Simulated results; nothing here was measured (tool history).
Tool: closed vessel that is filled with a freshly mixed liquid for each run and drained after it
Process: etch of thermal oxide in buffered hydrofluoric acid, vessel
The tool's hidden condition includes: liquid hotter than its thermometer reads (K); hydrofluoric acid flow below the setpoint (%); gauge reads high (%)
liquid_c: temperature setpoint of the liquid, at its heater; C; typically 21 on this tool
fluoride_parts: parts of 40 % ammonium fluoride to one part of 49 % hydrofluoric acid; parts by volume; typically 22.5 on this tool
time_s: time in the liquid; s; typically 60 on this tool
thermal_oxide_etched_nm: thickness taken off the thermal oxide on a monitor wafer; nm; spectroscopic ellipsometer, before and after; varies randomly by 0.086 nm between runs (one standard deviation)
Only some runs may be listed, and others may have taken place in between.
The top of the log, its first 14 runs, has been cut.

run   hour  liquid_c  fluoride_parts  time_s  wafers since the last listed run  hours since the thermometer was replaced  hours since the hydrofluoric acid flow meter was replaced  hours since the gauge calibration  read-back film thickness of the thermal oxide reference wafer, read on the same gauge (nm)  thermal_oxide_etched_nm
     554.5  -- gauge calibrated
 15  573.7        21              28      60                              9943                                     491.3                                                       1872                               19.2                                                                                         140                    25.09
       584  -- hydrofluoric acid flow meter replaced
 16  605.8        21            22.5      60                              3014                                     523.4                                                       21.8                               51.3                                                                                      140.01                    29.24
 17  624.5        21            22.5      60                              1812                                     542.1                                                       40.5                                 70                                                                                      140.02                    29.13
 18  645.9        21            22.5      80                              2074                                     563.5                                                       61.9                               91.4                                                                                      139.98                    39.19
 19  679.7        21              19      45                              3275                                     597.3                                                       95.7                              125.2                                                                                      139.97                    25.19
 20  705.9        21            14.5      60                              2539                                     623.5                                                      121.9                              151.4                                                                                      140.01                    43.96
     728.8  -- thermometer replaced
 21  734.8      22.5            18.5      90                              2704                                         6                                                      150.8                              180.3                                                                                      139.99                    54.45
 22  825.9        21            22.5      60                              8829                                      97.1                                                      241.9                              271.4                                                                                      139.97                    28.66
 23  849.5        21            22.5      90                              2287                                     120.7                                                      265.5                                295                                                                                      140.02                    42.88
 24  868.1      17.5              30      75                              1802                                     139.3                                                      284.1                              313.6                                                                                      140.01                    24.13
 25    885        17              15      85                              1637                                     156.2                                                        301                              330.5                                                                                      139.98                    47.02
 26  915.6        25              20      90                              2965                                     186.8                                                      331.6                              361.1                                                                                      139.98                    58.43
 27  937.9        21            22.5      60                              2161                                     209.1                                                      353.9                              383.4                                                                                      140.02                    29.01
 28  961.3        21            22.5      60                              2267                                     232.5                                                      377.3                              406.8                                                                                      140.03                    28.92

Forecast run 29:
 29  987.2        21            22.5      30                              2510                                     258.4                                                      403.2                              432.7                                                                                           ?                        ?

read-back film thickness of the thermal oxide reference wafer, read on the same gauge (nm): 139.99
thermal_oxide_etched_nm: 14.47 nm
Minus the tool's unlogged condition, the same run would have read thermal_oxide_etched_nm 14.25 nm.
